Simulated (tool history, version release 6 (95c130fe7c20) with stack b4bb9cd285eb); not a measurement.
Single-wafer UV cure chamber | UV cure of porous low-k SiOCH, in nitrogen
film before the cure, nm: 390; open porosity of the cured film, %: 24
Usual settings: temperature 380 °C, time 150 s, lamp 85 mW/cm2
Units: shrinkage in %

run 1 day=0 | temperature=380 time=150 lamp=85 | shrinkage=8.449
run 2 day=0.558 | temperature=386 time=150 lamp=106 | shrinkage=9.656
run 3 day=1.288 | temperature=386 time=150 lamp=106 | shrinkage=9.395
run 4 day=2.125 | temperature=386 time=150 lamp=106 | shrinkage=9.482
run 5 day=3.271 | temperature=380 time=150 lamp=85 | shrinkage=8.307
run 6 day=4.496 | temperature=380 time=150 lamp=85 | shrinkage=8.316
run 7 day=6.162 | temperature=394 time=150 lamp=104 | shrinkage=9.338
run 8 day=7.488 | temperature=380 time=105 lamp=85 | shrinkage=6.648
run 9 day=8.379 | temperature=380 time=105 lamp=85 | shrinkage=6.408
run 10 day=9.629 | temperature=387 time=85 lamp=85 | shrinkage=5.79
-- day=12.375 quartz window cleaned
run 11 day=12.804 | temperature=387 time=85 lamp=85 | shrinkage=5.51
-- day=13.3 UV bulbs replaced
run 12 day=13.5 | temperature=380 time=230 lamp=121 | shrinkage=12.482
run 13 day=14.562 | temperature=369 time=150 lamp=97 | shrinkage=9.59
run 14 day=16.012 | temperature=374 time=150 lamp=85 | shrinkage=9.167
run 15 day=17.704 | temperature=385 time=200 lamp=85 | shrinkage=10.657
run 16 day=18.579 | temperature=380 time=150 lamp=85 | shrinkage=9.291
run 17 day=19.733 | temperature=389 time=150 lamp=103 | shrinkage=10.258
run 18 day=20.683 | temperature=387 time=85 lamp=85 | shrinkage=6.856
run 19 day=21.904 | temperature=380 time=150 lamp=85 | shrinkage=9.122
run 20 day=22.629 | temperature=394 time=150 lamp=104 | shrinkage=10.222
run 21 day=23.283 | temperature=372 time=125 lamp=101 | shrinkage=9.017
-- day=25.538 quartz window cleaned
run 22 day=25.558 | temperature=380 time=150 lamp=116 | shrinkage=10.6
run 23 day=26.146 | temperature=391 time=70 lamp=85 | shrinkage=6.117

The tool's hidden state at each run:
transmission lost against a clean window, %: 0 in every run
H1: lamp output below its setpoint, %
run=1 H1=17.2
run=2 H1=17.7
run=3 H1=18.2
run=4 H1=18.9
run=5 H1=19.8
run=6 H1=20.9
run=7 H1=22.3
run=8 H1=23.5
run=9 H1=24.3
run=10 H1=25.5
run=11 H1=28.7
run=12 H1=0.883
run=13 H1=0.898
run=14 H1=0.955
run=15 H1=1.08
run=16 H1=1.16
run=17 H1=1.29
run=18 H1=1.42
run=19 H1=1.62
run=20 H1=1.75
run=21 H1=1.87
run=22 H1=2.38
run=23 H1=2.52
